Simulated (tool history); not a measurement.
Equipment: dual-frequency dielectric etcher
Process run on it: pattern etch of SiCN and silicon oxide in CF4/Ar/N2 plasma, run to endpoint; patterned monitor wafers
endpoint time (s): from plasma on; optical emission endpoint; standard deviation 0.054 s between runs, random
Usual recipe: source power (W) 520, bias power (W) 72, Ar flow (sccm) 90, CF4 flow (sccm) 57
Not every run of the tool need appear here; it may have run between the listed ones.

run   hour  source power (W)  bias power (W)  Ar flow (sccm)  CF4 flow (sccm)  incoming incoming film thickness, nm  endpoint time (s)
  1    0.0               520              72              82               57                                 12.42               13.0
  2   43.4               520              72              82               57                                 12.40               13.0
      76.1  -- wet clean of the chamber
  3   88.6               520              63              90               57                                 12.54               13.3
  4  138.8               520              63              90               57                                 12.60               13.5
  5  181.1               520              63              90               57                                 12.62               13.6
  6  231.5               520              72              90               57                                 12.45               12.7
     290.8  -- upper electrode replaced
  7  303.4               520              72              90               57                                 12.48               12.8
  8  347.2               520              72              90               57                                 12.54               12.9
  9  403.7               520              72              90               57                                 12.59               13.1
     435.9  -- source power generator calibrated
 10  439.9               520              72              90               57                                 12.42               12.9
     459.0  -- bias power generator calibrated
 11  472.4               520              72              90               57                                 12.37               13.0
 12  537.1               520              72              90               57                                 12.49               13.2
     593.9  -- CF4 flow controller replaced
 13  608.3               520              63              90               57                                 12.58               14.0
     665.8  -- wet clean of the chamber
 14  666.3               520              72              83               57                                 12.40               12.5
 15  687.9               520              60              90               57                                 12.44               13.5
     723.6  -- Ar flow controller replaced
 16  729.9               410              72              90               57                                 12.46               15.5
 17  768.2               620              56              90               57                                 12.35               12.0
 18  814.9               410              72              78               57                                 12.46               15.4
 19  884.9               520              56              90               65                                 12.49               13.8
 20  915.7               430              72              70               66                                 12.44               14.3

Below are 4 alternative next runs, each starting from the tool's condition after run 20. Predict each:
  A  916.1               460              72              90               57                                 12.37                  ?
  B  916.1               520              72              90               49                                 12.37                  ?
  C  916.1               520              72              79               66                                 12.37                  ?
  D  916.1               570              80              69               57                                 12.37                  ?

run  endpoint time (s)
  A               14.3
  B               13.4
  C               12.3
  D               11.2
Without the tool's hidden state the same runs would have given:
run  endpoint time (s)
  A               13.8
  B               13.0
  C               11.9
  D               10.8

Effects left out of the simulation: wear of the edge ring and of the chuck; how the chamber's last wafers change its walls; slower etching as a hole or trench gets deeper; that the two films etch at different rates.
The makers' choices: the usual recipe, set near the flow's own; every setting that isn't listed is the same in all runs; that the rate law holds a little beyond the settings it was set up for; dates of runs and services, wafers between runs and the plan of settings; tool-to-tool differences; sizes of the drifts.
